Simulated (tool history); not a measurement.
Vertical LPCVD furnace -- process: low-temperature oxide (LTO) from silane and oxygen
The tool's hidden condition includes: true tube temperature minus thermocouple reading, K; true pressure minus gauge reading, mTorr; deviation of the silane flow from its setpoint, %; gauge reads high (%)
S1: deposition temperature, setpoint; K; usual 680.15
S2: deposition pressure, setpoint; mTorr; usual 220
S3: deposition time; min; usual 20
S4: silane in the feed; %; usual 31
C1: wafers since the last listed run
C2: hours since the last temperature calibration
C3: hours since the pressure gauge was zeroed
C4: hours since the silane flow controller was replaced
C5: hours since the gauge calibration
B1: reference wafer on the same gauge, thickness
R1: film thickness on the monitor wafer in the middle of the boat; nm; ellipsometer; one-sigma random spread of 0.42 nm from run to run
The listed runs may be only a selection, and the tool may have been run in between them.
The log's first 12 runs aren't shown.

run	hour	S1	S2	S3	S4	C1	C2	C3	C4	C5	B1	R1
13	1062.6	680.15	165	20	31	773	284	4151.5	308.2	272.9	170.06	119.63
14	1169	680.15	235	26.5	34	2207	390.4	4257.9	414.6	379.3	170	257.68
# hour 1212.5: pressure gauge zeroed
15	1254.4	680.15	200	20	27	1273	475.8	41.9	500	464.7	170.04	121.3
16	1306.8	674.15	205	22.5	26	1087	528.2	94.3	552.4	517.1	169.86	122.87
17	1380.6	680.15	220	20	31	1531	602	168.1	626.2	590.9	170.07	163.46
18	1424.8	674.15	220	24.5	27	917	646.2	212.3	670.4	635.1	169.75	151.93
19	1495.7	680.15	220	20	31	1470	717.1	283.2	741.3	706	170.13	162.79
20	1582.6	692.15	170	20	31	1802	804	370.1	828.2	792.9	170.03	145.07
21	1673.8	675.15	220	20	31	1892	895.2	461.3	919.4	884.1	169.89	154.19
22	1710	680.15	220	20	31	751	931.4	497.5	955.6	920.3	169.93	163.13
23	1748	680.15	220	20	31	788	969.4	535.5	993.6	958.3	170.04	163.33
24	1835.7	690.15	220	20	31	1819	1057.1	623.2	1081.3	1046	170.06	182.84
25	1889.8	680.15	220	20	31	1122	1111.2	677.3	1135.4	1100.1	169.95	162.52
26	1965.6	671.15	235	18	31	1572	1187	753.1	1211.2	1175.9	170.09	141.47
27	2072.9	680.15	255	20	31	2226	1294.3	860.4	1318.5	1283.2	170.06	189.02
28	2179.3	680.15	220	20	28	2207	1400.7	966.8	1424.9	1389.6	169.94	140.31
29	2224.9	680.15	220	20	31	946	1446.3	1012.4	1470.5	1435.2	169.92	163.18
30	2278.9	687.15	180	20	29	1120	1500.3	1066.4	1524.5	1489.2	170.12	131.64

Alternative continuations, all from the tool just after run 30; predict every row:
A	2282.1	680.15	190	20	31	66	1503.5	1069.6	1527.7	1492.4	?	?
B	2282.1	680.15	190	25.5	37	66	1503.5	1069.6	1527.7	1492.4	?	?
C	2282.1	684.15	205	13	31	66	1503.5	1069.6	1527.7	1492.4	?	?
D	2282.1	669.15	170	26.5	33	66	1503.5	1069.6	1527.7	1492.4	?	?
E	2282.1	680.15	220	15	31	66	1503.5	1069.6	1527.7	1492.4	?	?

run	B1	R1
A	170	140.58
B	170	227.3
C	170	103.24
D	170	160
E	170	122.17
The same runs, with their run-to-run variation unchanged, on a tool lacking any hidden condition would have given:
run	R1
A	141.36
B	228.57
C	103.77
D	161
E	122.76
